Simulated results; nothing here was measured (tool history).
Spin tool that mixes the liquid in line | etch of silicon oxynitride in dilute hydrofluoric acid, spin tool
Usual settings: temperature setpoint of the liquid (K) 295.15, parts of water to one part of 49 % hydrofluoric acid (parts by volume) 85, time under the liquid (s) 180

| run | hour | temperature setpoint of the liquid (K) | parts of water to one part of 49 % hydrofluoric acid (parts by volume) | time under the liquid (s) | read-back film thickness of the silicon oxynitride reference wafer, read on the same gauge (nm) | thickness taken off the silicon oxynitride on a monitor wafer (angstrom) |
|---|---|---|---|---|---|---|
| 1 | 0 | 295.15 | 85 | 180 | 50.015 | 37.22 |
| 2 | 15.8 | 295.15 | 85 | 180 | 50.006 | 37.74 |
| 3 | 27.5 | 295.15 | 85 | 180 | 50.025 | 37.74 |
| 4 | 38.7 | 295.15 | 85 | 180 | 50.032 | 37.99 |
| 5 | 51 | 295.15 | 85 | 155 | 49.986 | 32.24 |
| 6 | 60.3 | 295.15 | 85 | 155 | 49.992 | 32.17 |
| 7 | 70.9 | 295.15 | 85 | 180 | 50.023 | 37.39 |
| 8 | 86.1 | 295.15 | 85 | 180 | 49.99 | 37.34 |
| 9 | 95 | 295.15 | 85 | 180 | 50.002 | 37.54 |
| 10 | 110.6 | 295.15 | 105 | 180 | 50.022 | 29.95 |
| 11 | 122.9 | 295.15 | 105 | 180 | 49.997 | 29.72 |
| 12 | 139.4 | 295.15 | 85 | 180 | 50.008 | 37.25 |
|  | 147.3 | thermometer replaced |
| 13 | 153.4 | 295.15 | 75 | 180 | 49.99 | 42.53 |
| 14 | 162.3 | 295.15 | 75 | 180 | 50.02 | 42.07 |
| 15 | 169.3 | 295.15 | 85 | 180 | 50.008 | 36.79 |
| 16 | 187.1 | 293.15 | 110 | 180 | 50.017 | 25.32 |
|  | 194.3 | hydrofluoric acid flow meter replaced |
| 17 | 194.8 | 295.15 | 85 | 180 | 50.009 | 42.21 |
|  | 195 | gauge calibrated |
| 18 | 204.4 | 299.15 | 85 | 95 | 49.979 | 27.26 |
| 19 | 214.5 | 293.65 | 85 | 210 | 49.975 | 46.52 |
| 20 | 232.1 | 295.15 | 85 | 180 | 50.021 | 42.28 |
| 21 | 247.1 | 295.15 | 85 | 180 | 49.972 | 42.28 |
| 22 | 254.6 | 298.65 | 95 | 240 | 49.986 | 59.29 |
| 23 | 264.5 | 298.15 | 65 | 145 | 49.973 | 52.88 |
| 24 | 272.5 | 293.65 | 120 | 210 | 50.027 | 32.15 |
| 25 | 288.3 | 297.15 | 85 | 125 | 49.969 | 32.52 |
| 26 | 303.3 | 295.15 | 100 | 180 | 49.972 | 35.9 |
| 27 | 316 | 299.15 | 85 | 180 | 49.994 | 50.86 |
| 28 | 330.6 | 295.15 | 85 | 180 | 50.017 | 42.17 |
| 29 | 338.6 | 297.65 | 70 | 250 | 50.002 | 81.38 |
| 30 | 349.6 | 299.15 | 85 | 95 | 50.001 | 26.97 |
| 31 | 357.4 | 295.15 | 85 | 180 | 50.017 | 42.12 |
| 32 | 373.4 | 291.65 | 120 | 135 | 49.987 | 18.19 |
| 33 | 380.7 | 295.15 | 85 | 150 | 49.999 | 34.62 |

Forecast each of these 4 alternatives for the next run:
| A | 381.2 | 295.15 | 85 | 180 | ? | ? |
| B | 381.2 | 297.15 | 50 | 85 | ? | ? |
| C | 381.2 | 299.15 | 55 | 215 | ? | ? |
| D | 381.2 | 293.65 | 45 | 180 | ? | ? |

| run | read-back film thickness of the silicon oxynitride reference wafer, read on the same gauge (nm) | thickness taken off the silicon oxynitride on a monitor wafer (angstrom) |
|---|---|---|
| A | 49.989 | 41.36 |
| B | 49.989 | 37.69 |
| C | 49.989 | 95.01 |
| D | 49.989 | 74.87 |
Without the tool's hidden state the same runs would have given:
| run | thickness taken off the silicon oxynitride on a monitor wafer (angstrom) |
|---|---|
| A | 42.99 |
| B | 39.13 |
| C | 98.68 |
| D | 77.7 |

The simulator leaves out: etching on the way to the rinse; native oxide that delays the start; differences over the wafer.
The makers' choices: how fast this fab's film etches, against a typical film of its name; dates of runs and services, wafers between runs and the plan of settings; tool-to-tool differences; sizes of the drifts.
